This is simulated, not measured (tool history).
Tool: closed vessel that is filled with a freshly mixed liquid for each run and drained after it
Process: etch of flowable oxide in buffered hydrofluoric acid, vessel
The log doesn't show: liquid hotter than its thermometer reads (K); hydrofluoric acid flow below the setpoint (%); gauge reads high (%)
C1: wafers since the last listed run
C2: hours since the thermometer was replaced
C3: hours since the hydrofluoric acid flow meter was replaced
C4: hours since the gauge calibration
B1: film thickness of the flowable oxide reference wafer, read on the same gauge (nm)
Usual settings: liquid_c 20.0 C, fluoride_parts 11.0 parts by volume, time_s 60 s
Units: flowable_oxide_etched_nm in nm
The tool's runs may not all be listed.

run 1 hour=0.0 | liquid_c=20.0 fluoride_parts=11.0 time_s=60 | C1=0 C2=1142.2 C3=2041.0 C4=79.9 | B1=90.00 | flowable_oxide_etched_nm=202.74
run 2 hour=9.1 | liquid_c=20.0 fluoride_parts=11.0 time_s=60 | C1=614 C2=1151.3 C3=2050.1 C4=89.0 | B1=89.98 | flowable_oxide_etched_nm=203.08
run 3 hour=24.1 | liquid_c=20.0 fluoride_parts=10.0 time_s=60 | C1=1013 C2=1166.3 C3=2065.1 C4=104.0 | B1=90.00 | flowable_oxide_etched_nm=222.29
-- hour=29.0 gauge calibrated
run 4 hour=35.3 | liquid_c=20.0 fluoride_parts=10.0 time_s=60 | C1=756 C2=1177.5 C3=2076.3 C4=6.3 | B1=90.03 | flowable_oxide_etched_nm=223.06
run 5 hour=41.8 | liquid_c=20.0 fluoride_parts=10.0 time_s=60 | C1=439 C2=1184.0 C3=2082.8 C4=12.8 | B1=89.97 | flowable_oxide_etched_nm=222.29
run 6 hour=50.8 | liquid_c=20.0 fluoride_parts=11.0 time_s=60 | C1=608 C2=1193.0 C3=2091.8 C4=21.8 | B1=89.94 | flowable_oxide_etched_nm=203.15
run 7 hour=67.0 | liquid_c=20.0 fluoride_parts=11.0 time_s=60 | C1=1094 C2=1209.2 C3=2108.0 C4=38.0 | B1=90.02 | flowable_oxide_etched_nm=203.62
run 8 hour=83.5 | liquid_c=20.0 fluoride_parts=11.0 time_s=60 | C1=1115 C2=1225.7 C3=2124.5 C4=54.5 | B1=89.99 | flowable_oxide_etched_nm=203.41
-- hour=98.9 thermometer replaced
run 9 hour=111.6 | liquid_c=22.0 fluoride_parts=7.0 time_s=60 | C1=1831 C2=12.7 C3=2152.6 C4=82.6 | B1=90.02 | flowable_oxide_etched_nm=303.67
run 10 hour=124.9 | liquid_c=20.0 fluoride_parts=11.0 time_s=90 | C1=898 C2=26.0 C3=2165.9 C4=95.9 | B1=90.01 | flowable_oxide_etched_nm=269.82
-- hour=128.9 hydrofluoric acid flow meter replaced
run 11 hour=137.8 | liquid_c=20.0 fluoride_parts=15.5 time_s=30 | C1=804 C2=38.9 C3=8.9 C4=108.8 | B1=90.00 | flowable_oxide_etched_nm=72.51
run 12 hour=148.3 | liquid_c=20.0 fluoride_parts=11.0 time_s=60 | C1=709 C2=49.4 C3=19.4 C4=119.3 | B1=90.00 | flowable_oxide_etched_nm=202.58
-- hour=151.7 gauge calibrated
run 13 hour=163.1 | liquid_c=20.0 fluoride_parts=11.0 time_s=60 | C1=1000 C2=64.2 C3=34.2 C4=11.4 | B1=89.99 | flowable_oxide_etched_nm=202.17
run 14 hour=180.0 | liquid_c=20.0 fluoride_parts=13.5 time_s=60 | C1=1142 C2=81.1 C3=51.1 C4=28.3 | B1=89.98 | flowable_oxide_etched_nm=166.32
run 15 hour=190.8 | liquid_c=20.0 fluoride_parts=11.0 time_s=60 | C1=729 C2=91.9 C3=61.9 C4=39.1 | B1=89.97 | flowable_oxide_etched_nm=203.23
run 16 hour=200.1 | liquid_c=17.5 fluoride_parts=14.0 time_s=80 | C1=628 C2=101.2 C3=71.2 C4=48.4 | B1=90.00 | flowable_oxide_etched_nm=185.08

Some steps in flowable_oxide_etched_nm between neighbouring runs. How much of each would the tool show without its hidden state too (settings, what came in, random variation), and how much is left for the hidden state, with any gauge scatter that isn't in both results?
Run 8 -> 9: liquid_c 20.0 -> 22.0, fluoride_parts 11.0 -> 7.0, thermometer replaced. flowable_oxide_etched_nm +100.26 nm: hidden state -45.11, all else +145.37.
Run 10 -> 11: fluoride_parts 11.0 -> 15.5, time_s 90 -> 30, hydrofluoric acid flow meter replaced. flowable_oxide_etched_nm -197.31 nm: hidden state +34.65, all else -231.96.

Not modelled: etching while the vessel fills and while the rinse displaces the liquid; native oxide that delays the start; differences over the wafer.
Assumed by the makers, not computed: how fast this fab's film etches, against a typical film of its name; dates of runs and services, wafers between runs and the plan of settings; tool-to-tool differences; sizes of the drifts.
